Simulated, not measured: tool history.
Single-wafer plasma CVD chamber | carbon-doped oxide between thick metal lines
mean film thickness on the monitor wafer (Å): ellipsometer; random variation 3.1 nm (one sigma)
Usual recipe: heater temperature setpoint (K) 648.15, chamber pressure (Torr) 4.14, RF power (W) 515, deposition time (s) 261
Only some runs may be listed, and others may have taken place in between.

run     day  heater temperature setpoint (K)  chamber pressure (Torr)  RF power (W)  deposition time (s)  wafers since the last listed run  hours since the last thermocouple change  hours since the last RF generator calibration  hours since the last manometer calibration  hours since the showerhead was replaced  hours since the gauge calibration  read-back reference wafer on the same gauge, thickness_nm  mean film thickness on the monitor wafer (Å)
  1   0.000                           648.15                     4.14           515                  261                                 0                                    2120.7                                         1455.9                                      1226.9                                   4969.4                              333.5                                                   1308.060                                      11362.27
  2   1.092                           648.15                     4.14           515                  261                               265                                    2146.9                                         1482.1                                      1253.1                                   4995.6                              359.7                                                   1305.571                                      11414.44
  3   3.779                           641.15                     4.14           440                  261                               654                                    2211.4                                         1546.6                                      1317.6                                   5060.1                              424.2                                                   1305.310                                      10599.54
      3.825  -- gauge calibrated
  4   6.029                           641.15                     4.14           440                  261                               548                                    2265.4                                         1600.6                                      1371.6                                   5114.1                               52.9                                                   1321.416                                      10714.08
  5   8.692                           641.15                     4.14           440                  261                               648                                    2329.3                                         1664.5                                      1435.5                                   5178.0                              116.8                                                   1318.289                                      10753.74
  6  10.788                           648.15                     4.14           515                  261                               510                                    2379.6                                         1714.8                                      1485.8                                   5228.3                              167.1                                                   1316.848                                      11486.71
  7  12.167                           638.15                     4.14           515                  261                               335                                    2412.7                                         1747.9                                      1518.9                                   5261.4                              200.2                                                   1314.443                                      11668.18
  8  14.921                           638.15                     4.14           515                  261                               670                                    2478.8                                         1814.0                                      1585.0                                   5327.5                              266.3                                                   1313.717                                      11646.27
     15.708  -- RF generator calibrated
     16.371  -- capacitance manometer re-zeroed and calibrated
     16.538  -- showerhead replaced
     22.354  -- gauge calibrated
  9  22.671                           648.15                     4.14           515                  261                              1684                                    2664.8                                          167.1                                       151.2                                    147.2                                7.6                                                   1317.930                                      11447.78
     23.729  -- thermocouple changed; heater temperature recalibrated
 10  24.429                           653.15                     4.95           465                  286                               347                                      16.8                                          209.3                                       193.4                                    189.4                               49.8                                                   1316.985                                      12215.20
 11  27.358                           659.15                     4.14           485                  214                               713                                      87.1                                          279.6                                       263.7                                    259.7                              120.1                                                   1315.462                                       8926.92
 12  30.242                           641.15                     4.14           515                  261                               702                                     156.3                                          348.8                                       332.9                                    328.9                              189.3                                                   1311.921                                      11576.67
 13  32.542                           648.15                     4.14           515                  261                               560                                     211.5                                          404.0                                       388.1                                    384.1                              244.5                                                   1309.351                                      11345.01
 14  33.738                           648.15                     4.14           515                  292                               291                                     240.2                                          432.7                                       416.8                                    412.8                              273.2                                                   1308.465                                      12776.40
 15  34.917                           652.15                     4.61           415                  261                               287                                     268.5                                          461.0                                       445.1                                    441.1                              301.5                                                   1307.170                                      10269.72
 16  36.254                           648.15                     4.14           560                  288                               325                                     300.6                                          493.1                                       477.2                                    473.2                              333.6                                                   1308.612                                      13036.48

List, for all runs, the conditions of the tool that the log does not record:
wafer temperature above the value expected at the setpoint (K): 0 across all the runs
delivered RF power above the setpoint (%): 0 across all the runs
true pressure above the setpoint (%): 0 across all the runs
H1: gauge reads high (%)
run      H1
  1  -0.893
  2   -0.96
  3   -1.12
  4   0.017
  5  -0.145
  6  -0.273
  7  -0.357
  8  -0.525
  9  -0.155
 10  -0.263
 11  -0.441
 12  -0.617
 13  -0.757
 14   -0.83
 15  -0.902
 16  -0.984

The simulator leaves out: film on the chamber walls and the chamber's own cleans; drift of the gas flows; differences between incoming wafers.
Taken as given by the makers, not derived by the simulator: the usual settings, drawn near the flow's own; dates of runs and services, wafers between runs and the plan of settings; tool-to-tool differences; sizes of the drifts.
